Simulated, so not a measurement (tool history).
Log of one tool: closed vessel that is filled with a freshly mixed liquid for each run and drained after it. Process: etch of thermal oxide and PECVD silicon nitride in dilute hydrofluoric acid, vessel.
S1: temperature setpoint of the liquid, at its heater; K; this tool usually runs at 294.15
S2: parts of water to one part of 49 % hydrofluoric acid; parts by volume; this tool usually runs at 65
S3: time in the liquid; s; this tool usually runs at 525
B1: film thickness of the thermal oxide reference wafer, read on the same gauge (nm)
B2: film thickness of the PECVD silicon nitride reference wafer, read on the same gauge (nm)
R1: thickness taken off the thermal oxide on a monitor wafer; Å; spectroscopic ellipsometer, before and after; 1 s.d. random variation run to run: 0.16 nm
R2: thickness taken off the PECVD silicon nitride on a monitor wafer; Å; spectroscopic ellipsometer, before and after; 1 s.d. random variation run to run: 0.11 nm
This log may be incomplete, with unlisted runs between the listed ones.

run	day	S1	S2	S3	B1	B2	R1	R2
1	0.000	294.15	80	645	99.98	139.99	361.5	188.1
2	0.492	294.15	80	645	100.00	140.04	362.4	189.4
3	0.942	290.15	65	525	99.98	140.03	313.6	144.4
4	1.396	294.15	65	525	99.95	139.98	368.8	187.4
5	1.921	294.15	65	525	99.99	140.01	372.3	188.0
6	2.217	297.15	35	770	99.97	139.99	1195.5	623.3
7	2.529	298.65	95	325	99.98	140.02	181.5	108.5
8	3.229	294.15	65	755	99.99	139.99	532.8	269.4
9	3.571	297.65	50	630	99.97	140.00	683.6	375.3
# day 3.929: hydrofluoric acid flow meter replaced
10	4.183	297.65	90	525	100.01	140.03	300.2	173.3
11	4.546	294.15	65	525	100.03	140.01	372.5	190.0
12	4.804	291.65	55	725	100.02	139.99	553.9	259.8
13	5.354	297.65	50	805	99.97	139.97	874.5	477.1
# day 6.796: gauge calibrated
# day 7.250: thermometer replaced
14	7.404	294.15	65	310	100.01	140.01	213.5	106.4
15	8.117	290.15	65	380	100.02	139.99	222.4	100.2
16	8.638	290.65	65	705	100.06	139.99	419.7	191.2
17	9.029	292.15	80	525	100.02	139.98	267.0	129.8
18	9.429	298.65	50	825	99.98	140.00	904.0	504.1
19	9.758	294.15	65	525	100.01	140.03	360.4	182.4
20	10.417	294.15	65	765	99.99	140.04	529.4	265.3
21	10.871	290.65	80	525	99.98	140.00	250.7	118.8
22	11.592	294.15	65	525	99.95	139.97	365.8	183.8
23	12.046	297.15	40	365	100.03	139.96	476.0	252.9
24	12.354	294.15	65	525	100.01	140.00	365.1	184.7
25	12.917	290.65	65	525	99.99	140.02	314.9	144.1

Hidden state or all else? Some run-to-run changes of R1, split into what the settings, what came in and random variation would give without the hidden state, and what is left for the hidden state (with any gauge scatter that isn't in both results):
The tool's hidden condition here consists of: liquid hotter than its thermometer reads (K); hydrofluoric acid flow above the setpoint (%); gauge reads high (%).
Run 5 -> 6: S1 294.15 -> 297.15, S2 65 -> 35, S3 525 -> 770. R1 +823.2 Å: hidden state +21.3, all else +801.9.
Run 6 -> 7: S1 297.15 -> 298.65, S2 35 -> 95, S3 770 -> 325. R1 -1014.0 Å: hidden state -26.4, all else -987.6.
Run 13 -> 14: S1 297.65 -> 294.15, S2 50 -> 65, S3 805 -> 310, gauge calibrated, thermometer replaced. R1 -661.0 Å: hidden state -24.8, all else -636.2.
